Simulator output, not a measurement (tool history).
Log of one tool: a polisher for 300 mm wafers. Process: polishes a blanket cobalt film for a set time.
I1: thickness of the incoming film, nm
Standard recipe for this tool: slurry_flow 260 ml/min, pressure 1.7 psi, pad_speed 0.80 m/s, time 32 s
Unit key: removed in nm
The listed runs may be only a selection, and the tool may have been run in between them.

run 1 hour=0.0 | slurry_flow=260 pressure=1.9 pad_speed=0.80 time=32 | I1=1459.8 | removed=131.4
run 2 hour=64.4 | slurry_flow=260 pressure=1.7 pad_speed=0.80 time=32 | I1=1453.1 | removed=122.8
run 3 hour=127.0 | slurry_flow=325 pressure=1.7 pad_speed=0.80 time=32 | I1=1453.6 | removed=125.4
run 4 hour=190.6 | slurry_flow=325 pressure=1.7 pad_speed=0.80 time=32 | I1=1443.3 | removed=126.6
run 5 hour=221.5 | slurry_flow=295 pressure=1.7 pad_speed=0.80 time=32 | I1=1449.3 | removed=126.0
run 6 hour=278.7 | slurry_flow=295 pressure=1.7 pad_speed=0.80 time=32 | I1=1429.2 | removed=125.5
run 7 hour=309.7 | slurry_flow=260 pressure=1.7 pad_speed=0.80 time=32 | I1=1451.9 | removed=123.9
run 8 hour=376.3 | slurry_flow=260 pressure=1.7 pad_speed=0.80 time=32 | I1=1446.4 | removed=124.7
run 9 hour=440.0 | slurry_flow=260 pressure=1.7 pad_speed=0.80 time=32 | I1=1448.5 | removed=124.7
run 10 hour=494.3 | slurry_flow=260 pressure=1.7 pad_speed=0.80 time=32 | I1=1428.1 | removed=124.8
run 11 hour=542.7 | slurry_flow=260 pressure=1.7 pad_speed=0.80 time=32 | I1=1434.5 | removed=125.9
run 12 hour=606.1 | slurry_flow=260 pressure=1.7 pad_speed=0.80 time=32 | I1=1451.0 | removed=125.5
run 13 hour=655.4 | slurry_flow=295 pressure=1.7 pad_speed=0.80 time=32 | I1=1441.6 | removed=128.7
run 14 hour=708.4 | slurry_flow=170 pressure=1.2 pad_speed=0.56 time=43 | I1=1434.4 | removed=82.0
run 15 hour=777.4 | slurry_flow=340 pressure=2.0 pad_speed=0.80 time=32 | I1=1432.0 | removed=135.8
run 16 hour=847.7 | slurry_flow=260 pressure=2.2 pad_speed=0.80 time=39 | I1=1422.7 | removed=176.6
run 17 hour=917.5 | slurry_flow=260 pressure=1.7 pad_speed=0.80 time=32 | I1=1429.8 | removed=122.6
run 18 hour=988.3 | slurry_flow=260 pressure=1.7 pad_speed=0.60 time=32 | I1=1452.4 | removed=90.5
run 19 hour=1041.8 | slurry_flow=175 pressure=1.4 pad_speed=0.80 time=37 | I1=1460.8 | removed=116.6
run 20 hour=1094.4 | slurry_flow=195 pressure=1.9 pad_speed=0.58 time=29 | I1=1459.2 | removed=83.2

Withheld: 11 entries from between the runs. Position of each, and hidden state at the listed run before versus the listed run after:
In the gap between runs 2 and 3: slurry nozzle cleaned (hour 75.1); worn pad replaced by a new one (hour 126.5)
  deviation of the head's pressure from its setpoint, %: 6.88 -> 7.62
  measured minus no-state result, removed: +5.7 -> +6.4 nm
In the gap between runs 5 and 6: slurry nozzle cleaned (hour 275.2)
  deviation of the head's pressure from its setpoint, %: 8.53 -> 8.97
  measured minus no-state result, removed: +7.1 -> +7.5 nm
In the gap between runs 7 and 8: worn pad replaced by a new one (hour 362.1)
  deviation of the head's pressure from its setpoint, %: 9.17 -> 9.57
  measured minus no-state result, removed: +7.6 -> +7.9 nm
In the gap between runs 10 and 11: slurry nozzle cleaned (hour 504.0)
  deviation of the head's pressure from its setpoint, %: 10.1 -> 10.3
  measured minus no-state result, removed: +8.3 -> +8.5 nm
In the gap between runs 11 and 12: worn pad replaced by a new one (hour 552.2)
  deviation of the head's pressure from its setpoint, %: 10.3 -> 10.5
  measured minus no-state result, removed: +8.5 -> +8.6 nm
In the gap between runs 13 and 14: head pressure recalibrated (hour 702.5)
  deviation of the head's pressure from its setpoint, %: 10.6 -> 0.417
  measured minus no-state result, removed: +8.9 -> +0.3 nm
In the gap between runs 14 and 15: slurry nozzle cleaned (hour 751.4)
  deviation of the head's pressure from its setpoint, %: 0.417 -> 2.37
  measured minus no-state result, removed: +0.3 -> +2.2 nm
In the gap between runs 15 and 16: worn pad replaced by a new one (hour 793.9)
  deviation of the head's pressure from its setpoint, %: 2.37 -> 3.99
  measured minus no-state result, removed: +2.2 -> +4.8 nm
In the gap between runs 17 and 18: slurry nozzle cleaned (hour 941.0)
  deviation of the head's pressure from its setpoint, %: 5.32 -> 6.41
  measured minus no-state result, removed: +4.5 -> +3.9 nm
In the gap between runs 18 and 19: worn pad replaced by a new one (hour 1020.7)
  deviation of the head's pressure from its setpoint, %: 6.41 -> 7.1
  measured minus no-state result, removed: +3.9 -> +5.5 nm

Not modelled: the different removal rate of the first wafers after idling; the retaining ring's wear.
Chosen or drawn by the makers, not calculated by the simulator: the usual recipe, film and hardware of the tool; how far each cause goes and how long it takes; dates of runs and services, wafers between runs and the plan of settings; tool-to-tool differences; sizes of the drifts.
